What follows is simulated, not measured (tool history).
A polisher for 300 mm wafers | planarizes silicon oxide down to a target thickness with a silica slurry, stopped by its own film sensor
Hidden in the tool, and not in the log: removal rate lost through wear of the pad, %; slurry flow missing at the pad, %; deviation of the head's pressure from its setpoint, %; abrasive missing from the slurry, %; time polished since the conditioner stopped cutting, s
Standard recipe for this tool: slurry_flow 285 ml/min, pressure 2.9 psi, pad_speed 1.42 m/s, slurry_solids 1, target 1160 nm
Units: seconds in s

run     day  slurry_flow  pressure  pad_speed  slurry_solids  target  wafers since the last listed run  wafers polished on this pad  hours since the slurry nozzle was cleaned  hours since the head pressure was calibrated  hours since the slurry blender was calibrated  hours since the conditioning disc was replaced  incoming thickness of the incoming film, nm  seconds
  1       0          245       2.5       1.42              1    1160                                 0                          759                                      166.1                                         877.2                                          121.7                                            59.5                                       1385.2    110.5
      0.692  -- worn pad replaced by a new one
  2   1.254          335       2.9       1.42              1    1118                               245                          126                                      196.2                                         907.3                                          151.8                                            89.6                                       1355.2     87.1
  3   1.867          335       2.9       1.42              1    1118                               138                          264                                      210.9                                           922                                          166.5                                           104.3                                       1363.5       92
      2.304  -- slurry blender recalibrated
      2.438  -- conditioning disc replaced and pad reconditioned
  4   2.708          335       2.9       1.42              1    1118                               152                          416                                      231.1                                         942.2                                            9.7                                             6.5                                       1353.2     92.5
  5   3.062          285       2.9       1.42              1    1160                                79                          496                                      239.6                                         950.7                                           18.2                                              15                                       1378.6     88.8
  6   3.517          285       2.9       1.42              1    1160                               102                          599                                      250.5                                         961.6                                           29.1                                            25.9                                       1362.5     81.7
  7   4.042          285       2.9       1.42              1    1160                               118                          717                                      263.1                                         974.2                                           41.7                                            38.5                                       1387.2     94.3
      4.542  -- worn pad replaced by a new one
  8   4.696          285       2.9       1.04              1    1160                               109                           34                                      278.8                                         989.9                                           57.4                                            54.2                                       1389.7    111.5
  9   5.217          350       2.5       1.42              1    1160                               117                          152                                      291.3                                        1002.4                                           69.9                                            66.7                                       1351.9     85.6
 10   5.533          285       2.1       1.42              1    1160                                71                          223                                      298.9                                          1010                                           77.5                                            74.3                                         1366    114.3
       5.95  -- slurry nozzle cleaned
 11   6.017          215       2.9       1.64           0.75    1223                                99                          323                                        1.6                                        1021.6                                           89.1                                            85.9                                         1376     63.4
 12   6.504          220       2.9       1.42            1.2    1160                               109                          433                                       13.3                                        1033.3                                          100.8                                            97.6                                       1340.9       67
      6.692  -- conditioning disc replaced and pad reconditioned
 13   7.212          330       2.9       1.42              1    1233                               140                          574                                       30.3                                        1050.3                                          117.8                                            12.5                                       1362.7     51.7
 14   7.488          285       2.9       1.42              1    1160                                62                          636                                       36.9                                        1056.9                                          124.4                                            19.1                                       1370.4     80.7
 15   8.192          285       2.9       1.42              1    1160                               158                          795                                       53.8                                        1073.8                                          141.3                                              36                                       1363.9     81.4
      8.471  -- head pressure recalibrated
      8.529  -- worn pad replaced by a new one
 16   8.796          285       2.9       1.84              1    1203                               104                           60                                       68.3                                           7.8                                          155.8                                            50.5                                       1371.8     52.3
 17   9.092          285       2.9       1.42              1    1160                                66                          126                                       75.4                                          14.9                                          162.9                                            57.6                                       1369.7     77.6
 18   9.358          285       2.9       1.42              1    1160                                60                          187                                       81.8                                          21.3                                          169.3                                              64                                       1371.9     79.7
 19  10.088          285       2.9       1.56              1    1105                               164                          351                                       99.3                                          38.8                                          186.8                                            81.5                                       1354.3     89.6
     10.725  -- slurry blender recalibrated
 20  10.779          285       2.9       1.42            0.8    1160                               137                          488                                      115.9                                          55.4                                            1.3                                            98.1                                       1392.8      102
     11.483  -- conditioning disc replaced and pad reconditioned
 21  11.504          285       3.8       1.42              1    1160                               144                          633                                      133.3                                          72.8                                           18.7                                             0.5                                       1363.8     61.6
 22  11.862          285       2.9       1.42            1.3    1195                                80                          714                                      141.9                                          81.4                                           27.3                                             9.1                                         1364     61.7
     12.542  -- worn pad replaced by a new one
 23  13.512          285       2.9       1.42              1    1160                               334                          218                                      181.5                                           121                                           66.9                                            48.7                                       1357.8     75.5
 24  13.783          330       2.2       1.42              1    1095                                61                          279                                        188                                         127.5                                           73.4                                            55.2                                       1356.8      130

Alternative continuations, all from the tool just after run 24; predict every row:
  A  13.8          285       2.9       1.42            0.9    1160                                 3                          283                                      188.4                                         127.9                                           73.8                                            55.6                                       1366.8        ?
  B  13.8          285       2.9       1.86              1    1160                                 3                          283                                      188.4                                         127.9                                           73.8                                            55.6                                       1366.8        ?
  C  13.8          225       3.8       1.56            0.9    1160                                 3                          283                                      188.4                                         127.9                                           73.8                                            55.6                                       1366.8        ?
  D  13.8          285       2.9       1.42            1.2    1127                                 3                          283                                      188.4                                         127.9                                           73.8                                            55.6                                       1366.8        ?
  E  13.8          345       2.9        1.3            0.9    1212                                 3                          283                                      188.4                                         127.9                                           73.8                                            55.6                                       1366.8        ?

run  seconds
  A     80.7
  B     63.2
  C     59.5
  D     82.6
  E     62.9
Take away the tool's hidden state, keep each run's random variation, and the runs would have read:
run  seconds
  A     76.6
  B       60
  C     56.2
  D     78.4
  E       60

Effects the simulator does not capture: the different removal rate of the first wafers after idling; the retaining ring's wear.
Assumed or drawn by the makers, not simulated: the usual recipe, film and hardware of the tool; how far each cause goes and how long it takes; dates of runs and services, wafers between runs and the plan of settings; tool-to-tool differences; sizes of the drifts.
